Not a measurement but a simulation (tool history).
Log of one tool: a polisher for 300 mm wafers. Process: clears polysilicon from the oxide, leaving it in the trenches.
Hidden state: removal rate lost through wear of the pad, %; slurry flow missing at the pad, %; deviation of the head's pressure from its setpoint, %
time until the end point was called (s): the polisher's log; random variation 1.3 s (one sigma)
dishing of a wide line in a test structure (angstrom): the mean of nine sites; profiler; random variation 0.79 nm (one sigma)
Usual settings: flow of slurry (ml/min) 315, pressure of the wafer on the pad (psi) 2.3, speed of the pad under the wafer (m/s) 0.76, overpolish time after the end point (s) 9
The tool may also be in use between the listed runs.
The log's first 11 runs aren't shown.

run   hour  flow of slurry (ml/min)  pressure of the wafer on the pad (psi)  speed of the pad under the wafer (m/s)  overpolish time after the end point (s)  wafers since the last listed run  wafers polished on this pad  hours since the slurry nozzle was cleaned  hours since the head pressure was calibrated  incoming thickness of the incoming film, nm  time until the end point was called (s)  dishing of a wide line in a test structure (angstrom)
 12  127.8                      315                                     2.3                                    0.76                                        9                               106                         1430                                      106.2                                         113.6                                        764.3                                     93.4                                                    467
 13  134.4                      315                                     2.3                                    0.76                                        9                                79                         1509                                      112.8                                         120.2                                        749.9                                     91.4                                                    475
 14  150.0                      315                                     2.3                                    0.64                                        7                               188                         1698                                      128.4                                         135.8                                        772.4                                    108.0                                                    380
     159.1  -- worn pad replaced by a new one
 15  159.6                      315                                     2.3                                    0.76                                       12                                67                            6                                      138.0                                         145.4                                        775.0                                     89.4                                                    552
 16  168.8                      315                                     2.3                                    0.84                                        9                               111                          117                                      147.2                                         154.6                                        761.0                                     81.5                                                    499
 17  180.6                      405                                     2.3                                    1.02                                        9                               142                          260                                      159.0                                         166.4                                        759.0                                     65.4                                                    541
 18  215.4                      270                                     2.7                                    0.90                                       13                               421                          681                                      193.8                                         201.2                                        744.4                                     68.0                                                    596
 19  225.2                      315                                     2.3                                    0.76                                        9                               118                          800                                      203.6                                         211.0                                        747.1                                     91.0                                                    465
 20  236.1                      315                                     2.0                                    0.76                                        9                               131                          932                                      214.5                                         221.9                                        755.8                                    102.5                                                    441
 21  249.2                      340                                     2.3                                    0.60                                        9                               158                         1091                                      227.6                                         235.0                                        763.0                                    115.5                                                    414
 22  265.8                      315                                     2.3                                    0.68                                        9                               200                         1292                                      244.2                                         251.6                                        755.2                                    100.8                                                    442
 23  272.1                      215                                     1.9                                    0.88                                        9                                76                         1368                                      250.5                                         257.9                                        756.2                                     97.1                                                    465
     283.2  -- worn pad replaced by a new one
 24  286.5                      235                                     2.3                                    0.58                                       11                               125                           39                                      264.9                                         272.3                                        767.7                                    118.7                                                    466
 25  303.3                      220                                     1.9                                    1.00                                       11                               203                          243                                      281.7                                         289.1                                        746.6                                     84.3                                                    529
 26  321.0                      275                                     2.3                                    0.76                                        9                               214                          457                                      299.4                                         306.8                                        748.1                                     88.7                                                    469
 27  336.1                      420                                     2.3                                    0.76                                        9                               182                          640                                      314.5                                         321.9                                        764.1                                     87.4                                                    489
 28  346.6                      275                                     2.7                                    0.76                                       13                               127                          767                                      325.0                                         332.4                                        767.7                                     82.3                                                    568
 29  359.4                      375                                     2.3                                    0.76                                        9                               154                          922                                      337.8                                         345.2                                        755.3                                     91.4                                                    476
 30  376.1                      315                                     2.3                                    0.76                                        9                               202                         1124                                      354.5                                         361.9                                        749.9                                     91.6                                                    473
 31  388.1                      315                                     2.3                                    0.76                                        9                               145                         1269                                      366.5                                         373.9                                        765.1                                     91.2                                                    460
 32  404.1                      315                                     2.6                                    0.84                                        9                               193                         1463                                      382.5                                         389.9                                        756.2                                     77.0                                                    516
 33  412.2                      275                                     2.7                                    0.76                                       13                                98                         1561                                      390.6                                         398.0                                        753.9                                     80.7                                                    572
     424.5  -- worn pad replaced by a new one
 34  426.7                      400                                     1.6                                    0.84                                        9                               127                           26                                      405.1                                         412.5                                        769.2                                    105.1                                                    454

Forecast each of these 5 alternatives for the next run:
  A  427.1                      315                                     2.3                                    0.76                                        9                                 4                           31                                      405.5                                         412.9                                        767.6                                        ?                                                      ?
  B  427.1                      315                                     2.9                                    0.76                                       11                                 4                           31                                      405.5                                         412.9                                        767.6                                        ?                                                      ?
  C  427.1                      315                                     2.3                                    0.56                                        9                                 4                           31                                      405.5                                         412.9                                        767.6                                        ?                                                      ?
  D  427.1                      215                                     2.3                                    0.76                                        9                                 4                           31                                      405.5                                         412.9                                        767.6                                        ?                                                      ?
  E  427.1                      360                                     2.3                                    0.76                                       11                                 4                           31                                      405.5                                         412.9                                        767.6                                        ?                                                      ?

run  time until the end point was called (s)  dishing of a wide line in a test structure (angstrom)
  A                                     89.5                                                    465
  B                                     74.1                                                    539
  C                                    117.2                                                    405
  D                                     93.6                                                    455
  E                                     88.5                                                    508
Without the tool's hidden state the same runs would have given:
run  time until the end point was called (s)  dishing of a wide line in a test structure (angstrom)
  A                                     89.0                                                    466
  B                                     73.7                                                    540
  C                                    116.6                                                    406
  D                                     93.1                                                    456
  E                                     88.0                                                    509
